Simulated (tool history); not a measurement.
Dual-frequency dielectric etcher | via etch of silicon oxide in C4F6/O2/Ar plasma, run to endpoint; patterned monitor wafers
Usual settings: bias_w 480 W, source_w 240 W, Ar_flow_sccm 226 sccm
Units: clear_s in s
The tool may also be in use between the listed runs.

run   hour  bias_w  source_w  Ar_flow_sccm  incoming incoming film thickness, nm  clear_s
  1      0     480       240           226                                 149.4     33.8
  2    8.8     480       240           226                                 149.3     33.7
  3   17.3     480       240           226                                 148.8     33.6
      24.7  -- bias power generator calibrated
  4   25.3     480       240           226                                 148.5     33.6
  5   33.3     480       240           251                                 149.7       34
      44.2  -- source power generator calibrated
  6   44.7     480       240           251                                   150     34.2
      81.3  -- upper electrode replaced
  7   81.8     434       240           226                                 149.6     35.1
  8   82.1     387       240           226                                 149.1     36.8
     108.2  -- wet clean of the chamber
  9  108.7     480       240           226                                 147.6     34.1
 10    109     480       240           212                                 148.7     34.6
 11  110.7     397       240           226                                 148.2     36.8
     122.3  -- Ar flow controller replaced
 12  122.8     480       180           185                                 149.3     36.7
 13  137.5     384       290           170                                 149.8     35.4
 14  143.9     480       240           226                                 149.3     34.3
 15  157.2     560       220           199                                 149.3     32.6
 16  175.1     556       240           194                                 148.5     31.5
 17  182.7     440       180           226                                 147.9     38.2
 18  192.9     405       280           260                                 150.2     35.9
 19  207.7     423       200           278                                 149.1     38.7
 20  218.6     553       290           187                                 149.5     30.5
 21  235.4     480       240           226                                   150     34.7
 22  242.9     417       240           226                                 149.7     36.6
 23  257.7     435       280           173                                 149.3     33.8
 24  272.6     480       270           226                                 149.5     33.4
 25  286.7     480       240           226                                 149.1     34.6
 26    303     583       280           249                                 151.7     30.8
 27  311.8     480       240           189                                 148.4     33.7
 28  322.1     393       220           226                                 149.9     38.4
 29    335     420       290           243                                 149.9     34.6
 30  343.2     480       240           226                                 148.3     33.9

Some steps in clear_s between neighbouring runs. How much of each would the tool show without its hidden state too (settings, what came in, random variation), and how much is left for the hidden state, with any gauge scatter that isn't in both results?
The hidden state here: etch rate over this chamber's usual, %; bias power that arrives over what is set, %; source power that arrives over what is set, %; Ar flow that arrives over what is set, %.
Run 2 -> 3: no setting changed, nothing entered. clear_s -0.1 s: hidden state -0.1, all else +0.
Run 3 -> 4: bias power generator calibrated. clear_s +0 s: hidden state +0.1, all else -0.1.
Run 8 -> 9: bias_w 387 -> 480, wet clean of the chamber. clear_s -2.7 s: hidden state +0.8, all else -3.5.
Run 16 -> 17: bias_w 556 -> 440, source_w 240 -> 180, Ar_flow_sccm 194 -> 226. clear_s +6.7 s: hidden state +0, all else +6.7.
Run 19 -> 20: bias_w 423 -> 553, source_w 200 -> 290, Ar_flow_sccm 278 -> 187. clear_s -8.2 s: hidden state -0.1, all else -8.1.
Run 27 -> 28: bias_w 480 -> 393, source_w 240 -> 220, Ar_flow_sccm 189 -> 226. clear_s +4.7 s: hidden state +0, all else +4.7.
